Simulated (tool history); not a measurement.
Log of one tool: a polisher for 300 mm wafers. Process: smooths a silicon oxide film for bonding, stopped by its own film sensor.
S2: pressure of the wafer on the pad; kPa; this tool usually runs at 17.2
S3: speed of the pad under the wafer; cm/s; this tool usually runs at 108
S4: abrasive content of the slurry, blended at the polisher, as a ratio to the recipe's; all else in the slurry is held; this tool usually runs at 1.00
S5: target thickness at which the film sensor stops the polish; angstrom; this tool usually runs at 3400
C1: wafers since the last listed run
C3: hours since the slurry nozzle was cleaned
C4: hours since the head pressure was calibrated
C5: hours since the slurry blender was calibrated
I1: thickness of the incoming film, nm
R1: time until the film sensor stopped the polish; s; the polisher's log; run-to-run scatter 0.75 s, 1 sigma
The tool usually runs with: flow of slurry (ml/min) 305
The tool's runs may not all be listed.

run 1 hour=0.0 | flow_of_slurry_(ml/min)=305 S2=17.2 S3=118 S4=1.00 S5=3210 | C1=0 wafers_polished_on_this_pad=637 C3=165.9 C4=269.0 C5=122.0 | I1=410.1 | R1=82.6
run 2 hour=17.5 | flow_of_slurry_(ml/min)=305 S2=17.2 S3=108 S4=1.00 S5=3400 | C1=125 wafers_polished_on_this_pad=763 C3=183.4 C4=286.5 C5=139.5 | I1=410.3 | R1=71.1
-- hour=22.4 slurry nozzle cleaned
run 3 hour=46.6 | flow_of_slurry_(ml/min)=305 S2=17.2 S3=108 S4=1.00 S5=3400 | C1=201 wafers_polished_on_this_pad=964 C3=24.2 C4=315.6 C5=168.6 | I1=409.2 | R1=70.8
-- hour=52.2 worn pad replaced by a new one
run 4 hour=77.4 | flow_of_slurry_(ml/min)=305 S2=17.2 S3=108 S4=1.00 S5=3400 | C1=192 wafers_polished_on_this_pad=180 C3=55.0 C4=346.4 C5=199.4 | I1=412.9 | R1=69.7
run 5 hour=95.6 | flow_of_slurry_(ml/min)=350 S2=17.2 S3=108 S4=1.00 S5=3400 | C1=130 wafers_polished_on_this_pad=311 C3=73.2 C4=364.6 C5=217.6 | I1=409.5 | R1=64.5
-- hour=111.0 slurry blender recalibrated
run 6 hour=129.7 | flow_of_slurry_(ml/min)=350 S2=17.2 S3=108 S4=1.00 S5=3400 | C1=230 wafers_polished_on_this_pad=541 C3=107.3 C4=398.7 C5=18.7 | I1=412.6 | R1=69.1
run 7 hour=154.5 | flow_of_slurry_(ml/min)=350 S2=17.2 S3=108 S4=1.00 S5=3400 | C1=178 wafers_polished_on_this_pad=719 C3=132.1 C4=423.5 C5=43.5 | I1=417.8 | R1=73.7
run 8 hour=181.8 | flow_of_slurry_(ml/min)=305 S2=17.2 S3=108 S4=1.00 S5=3400 | C1=196 wafers_polished_on_this_pad=916 C3=159.4 C4=450.8 C5=70.8 | I1=409.7 | R1=67.4
-- hour=202.7 worn pad replaced by a new one
run 9 hour=203.2 | flow_of_slurry_(ml/min)=305 S2=17.2 S3=108 S4=1.00 S5=3400 | C1=124 wafers_polished_on_this_pad=3 C3=180.8 C4=472.2 C5=92.2 | I1=402.9 | R1=59.1
run 10 hour=220.2 | flow_of_slurry_(ml/min)=305 S2=17.2 S3=108 S4=1.00 S5=3400 | C1=122 wafers_polished_on_this_pad=125 C3=197.8 C4=489.2 C5=109.2 | I1=408.0 | R1=62.7
run 11 hour=243.3 | flow_of_slurry_(ml/min)=305 S2=17.2 S3=108 S4=1.00 S5=3400 | C1=165 wafers_polished_on_this_pad=291 C3=220.9 C4=512.3 C5=132.3 | I1=418.0 | R1=72.3
-- hour=250.4 slurry nozzle cleaned
run 12 hour=276.6 | flow_of_slurry_(ml/min)=305 S2=17.2 S3=108 S4=1.00 S5=3400 | C1=231 wafers_polished_on_this_pad=523 C3=26.2 C4=545.6 C5=165.6 | I1=408.0 | R1=64.4
run 13 hour=296.4 | flow_of_slurry_(ml/min)=305 S2=17.2 S3=108 S4=1.00 S5=3400 | C1=142 wafers_polished_on_this_pad=665 C3=46.0 C4=565.4 C5=185.4 | I1=413.7 | R1=69.5
run 14 hour=330.4 | flow_of_slurry_(ml/min)=305 S2=17.2 S3=108 S4=1.00 S5=3400 | C1=244 wafers_polished_on_this_pad=909 C3=80.0 C4=599.4 C5=219.4 | I1=410.6 | R1=67.3
-- hour=345.3 worn pad replaced by a new one
run 15 hour=345.8 | flow_of_slurry_(ml/min)=305 S2=20.0 S3=140 S4=1.00 S5=3210 | C1=81 wafers_polished_on_this_pad=3 C3=95.4 C4=614.8 C5=234.8 | I1=417.9 | R1=62.6
run 16 hour=360.1 | flow_of_slurry_(ml/min)=305 S2=17.2 S3=118 S4=1.00 S5=3210 | C1=102 wafers_polished_on_this_pad=106 C3=109.7 C4=629.1 C5=249.1 | I1=409.0 | R1=74.5
run 17 hour=390.9 | flow_of_slurry_(ml/min)=305 S2=12.4 S3=108 S4=1.00 S5=3550 | C1=221 wafers_polished_on_this_pad=327 C3=140.5 C4=659.9 C5=279.9 | I1=406.8 | R1=65.0
-- hour=396.1 slurry blender recalibrated
run 18 hour=421.7 | flow_of_slurry_(ml/min)=275 S2=17.2 S3=126 S4=0.80 S5=3400 | C1=206 wafers_polished_on_this_pad=534 C3=171.3 C4=690.7 C5=25.6 | I1=411.5 | R1=69.7
run 19 hour=442.0 | flow_of_slurry_(ml/min)=235 S2=15.2 S3=70 S4=0.70 S5=3400 | C1=145 wafers_polished_on_this_pad=679 C3=191.6 C4=711.0 C5=45.9 | I1=404.1 | R1=130.6
-- hour=466.9 head pressure recalibrated
-- hour=474.6 slurry nozzle cleaned
-- hour=528.4 worn pad replaced by a new one
run 20 hour=545.1 | flow_of_slurry_(ml/min)=305 S2=17.2 S3=108 S4=1.00 S5=3400 | C1=690 wafers_polished_on_this_pad=119 C3=70.5 C4=78.2 C5=149.0 | I1=416.6 | R1=73.9
run 21 hour=561.9 | flow_of_slurry_(ml/min)=275 S2=17.2 S3=108 S4=1.00 S5=3400 | C1=120 wafers_polished_on_this_pad=240 C3=87.3 C4=95.0 C5=165.8 | I1=411.0 | R1=70.1
-- hour=655.1 slurry blender recalibrated
run 22 hour=655.6 | flow_of_slurry_(ml/min)=375 S2=17.2 S3=72 S4=1.00 S5=3470 | C1=658 wafers_polished_on_this_pad=898 C3=181.0 C4=188.7 C5=0.5 | I1=409.9 | R1=86.6
run 23 hour=677.9 | flow_of_slurry_(ml/min)=305 S2=17.2 S3=142 S4=1.10 S5=3540 | C1=160 wafers_polished_on_this_pad=1059 C3=203.3 C4=211.0 C5=22.8 | I1=414.5 | R1=48.3
-- hour=694.9 slurry nozzle cleaned
-- hour=699.2 worn pad replaced by a new one
run 24 hour=699.7 | flow_of_slurry_(ml/min)=230 S2=17.2 S3=140 S4=1.30 S5=3400 | C1=120 wafers_polished_on_this_pad=3 C3=4.8 C4=232.8 C5=44.6 | I1=413.2 | R1=51.3
run 25 hour=721.5 | flow_of_slurry_(ml/min)=305 S2=17.2 S3=108 S4=1.00 S5=3400 | C1=156 wafers_polished_on_this_pad=160 C3=26.6 C4=254.6 C5=66.4 | I1=415.8 | R1=72.1
run 26 hour=744.0 | flow_of_slurry_(ml/min)=215 S2=17.2 S3=134 S4=1.15 S5=3190 | C1=161 wafers_polished_on_this_pad=321 C3=49.1 C4=277.1 C5=88.9 | I1=409.8 | R1=70.4
run 27 hour=778.2 | flow_of_slurry_(ml/min)=230 S2=17.2 S3=124 S4=0.85 S5=3630 | C1=245 wafers_polished_on_this_pad=567 C3=83.3 C4=311.3 C5=123.1 | I1=405.6 | R1=43.3
run 28 hour=812.2 | flow_of_slurry_(ml/min)=205 S2=17.2 S3=108 S4=1.00 S5=3400 | C1=244 wafers_polished_on_this_pad=811 C3=117.3 C4=345.3 C5=157.1 | I1=409.6 | R1=72.8

Per-run results on a tool with no hidden state, each run keeping its own random variation:
Hidden state present: removal rate lost through wear of the pad, %; slurry flow missing at the pad, %; deviation of the head's pressure from its setpoint, %; abrasive missing from the slurry, %.
run=1 R1=82.8
run=2 R1=70.6
run=3 R1=68.5
run=4 R1=73.4
run=5 R1=67.9
run=6 R1=71.9
run=7 R1=75.6
run=8 R1=67.6
run=9 R1=63.7
run=10 R1=67.6
run=11 R1=78.0
run=12 R1=68.7
run=13 R1=73.4
run=14 R1=69.3
run=15 R1=68.7
run=16 R1=81.9
run=17 R1=71.3
run=18 R1=75.6
run=19 R1=140.1
run=20 R1=75.6
run=21 R1=71.6
run=22 R1=84.7
run=23 R1=46.2
run=24 R1=53.5
run=25 R1=75.4
run=26 R1=73.5
run=27 R1=44.7
run=28 R1=73.6

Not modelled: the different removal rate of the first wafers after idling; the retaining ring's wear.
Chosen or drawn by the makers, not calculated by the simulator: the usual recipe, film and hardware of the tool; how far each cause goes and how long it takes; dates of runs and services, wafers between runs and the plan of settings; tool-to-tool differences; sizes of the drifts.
